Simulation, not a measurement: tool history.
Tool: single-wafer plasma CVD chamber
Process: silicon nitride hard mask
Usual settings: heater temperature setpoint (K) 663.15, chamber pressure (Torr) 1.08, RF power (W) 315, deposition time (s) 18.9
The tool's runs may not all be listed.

run,hour,heater temperature setpoint (K),chamber pressure (Torr),RF power (W),deposition time (s),wafers since the last listed run,hours since the last thermocouple change,hours since the last RF generator calibration,hours since the last manometer calibration,hours since the showerhead was replaced,hours since the gauge calibration,"read-back reference wafer on the same gauge, thickness_nm",mean film thickness on the monitor wafer (nm)
1,0.0,663.15,1.08,315,18.9,0,2501.0,1280.4,2826.4,3444.9,33.1,20.095,16.715
2,7.0,663.15,1.08,315,20.3,199,2508.0,1287.4,2833.4,3451.9,40.1,20.088,17.942
3,22.5,663.15,1.08,315,20.3,441,2523.5,1302.9,2848.9,3467.4,55.6,20.093,18.070
4,58.9,663.15,1.08,315,20.3,1037,2559.9,1339.3,2885.3,3503.8,92.0,20.116,18.038
5,69.7,663.15,1.08,315,18.9,307,2570.7,1350.1,2896.1,3514.6,102.8,20.091,16.808
6,79.3,663.15,1.08,315,18.9,273,2580.3,1359.7,2905.7,3524.2,112.4,20.101,16.777
7,86.7,663.15,1.08,315,21.9,210,2587.7,1367.1,2913.1,3531.6,119.8,20.096,19.457
8,99.9,663.15,1.08,315,21.9,376,2600.9,1380.3,2926.3,3544.8,133.0,20.093,19.438
9,115.1,663.15,1.08,315,18.9,433,2616.1,1395.5,2941.5,3560.0,148.2,20.104,16.765
10,126.0,663.15,1.08,315,18.9,310,2627.0,1406.4,2952.4,3570.9,159.1,20.100,16.803
11,143.5,663.15,1.08,315,21.4,498,2644.5,1423.9,2969.9,3588.4,176.6,20.091,19.017
12,150.4,663.15,1.08,315,21.4,196,2651.4,1430.8,2976.8,3595.3,183.5,20.095,19.023
# hour 154.2: gauge calibrated
13,156.5,663.15,1.08,315,21.4,173,2657.5,1436.9,2982.9,3601.4,2.3,20.102,18.982
# hour 167.2: showerhead replaced
# hour 167.9: RF generator calibrated
14,168.4,657.15,0.93,295,16.9,89,2669.4,0.5,2994.8,1.2,14.2,20.092,13.148
15,184.5,657.15,1.08,290,18.9,458,2685.5,16.6,3010.9,17.3,30.3,20.093,15.375
16,205.9,663.15,1.08,315,21.4,609,2706.9,38.0,3032.3,38.7,51.7,20.099,18.327
# hour 220.1: capacitance manometer re-zeroed and calibrated
# hour 226.5: thermocouple changed; heater temperature recalibrated
# hour 232.9: RF generator calibrated, repeated, since the last time left the tool worse
17,233.4,663.15,1.08,315,15.6,192,6.9,0.5,13.3,66.2,79.2,20.094,14.525
18,233.7,659.15,1.08,315,21.9,8,7.2,0.8,13.6,66.5,79.5,20.093,20.369
19,243.4,663.15,1.08,315,20.5,276,16.9,10.5,23.3,76.2,89.2,20.114,19.003
20,260.7,663.15,1.08,315,18.9,492,34.2,27.8,40.6,93.5,106.5,20.104,17.596
21,272.9,663.15,1.08,360,18.9,347,46.4,40.0,52.8,105.7,118.7,20.102,19.315
22,281.9,663.15,1.18,315,16.5,256,55.4,49.0,61.8,114.7,127.7,20.100,15.815
23,290.4,667.15,1.08,315,20.0,242,63.9,57.5,70.3,123.2,136.2,20.105,18.562
24,298.2,663.15,0.89,315,18.9,222,71.7,65.3,78.1,131.0,144.0,20.096,16.293
25,308.3,663.15,0.92,295,18.9,287,81.8,75.4,88.2,141.1,154.1,20.106,15.699
26,323.6,650.15,1.08,315,17.8,435,97.1,90.7,103.5,156.4,169.4,20.106,16.501

Forecast each of these 5 alternatives for the next run:
A,324.0,663.15,1.08,285,18.9,11,97.5,91.1,103.9,156.8,169.8,?,?
B,324.0,652.15,1.08,315,18.9,11,97.5,91.1,103.9,156.8,169.8,?,?
C,324.0,655.15,0.97,315,18.9,11,97.5,91.1,103.9,156.8,169.8,?,?
D,324.0,663.15,1.08,365,18.9,11,97.5,91.1,103.9,156.8,169.8,?,?
E,324.0,654.15,1.26,335,22.3,11,97.5,91.1,103.9,156.8,169.8,?,?

run,"read-back reference wafer on the same gauge, thickness_nm",mean film thickness on the monitor wafer (nm)
A,20.093,16.225
B,20.093,17.586
C,20.093,16.906
D,20.093,19.460
E,20.093,22.847
Without the tool's hidden state the same runs would have given:
run,mean film thickness on the monitor wafer (nm)
A,16.375
B,17.744
C,17.058
D,19.627
E,23.043
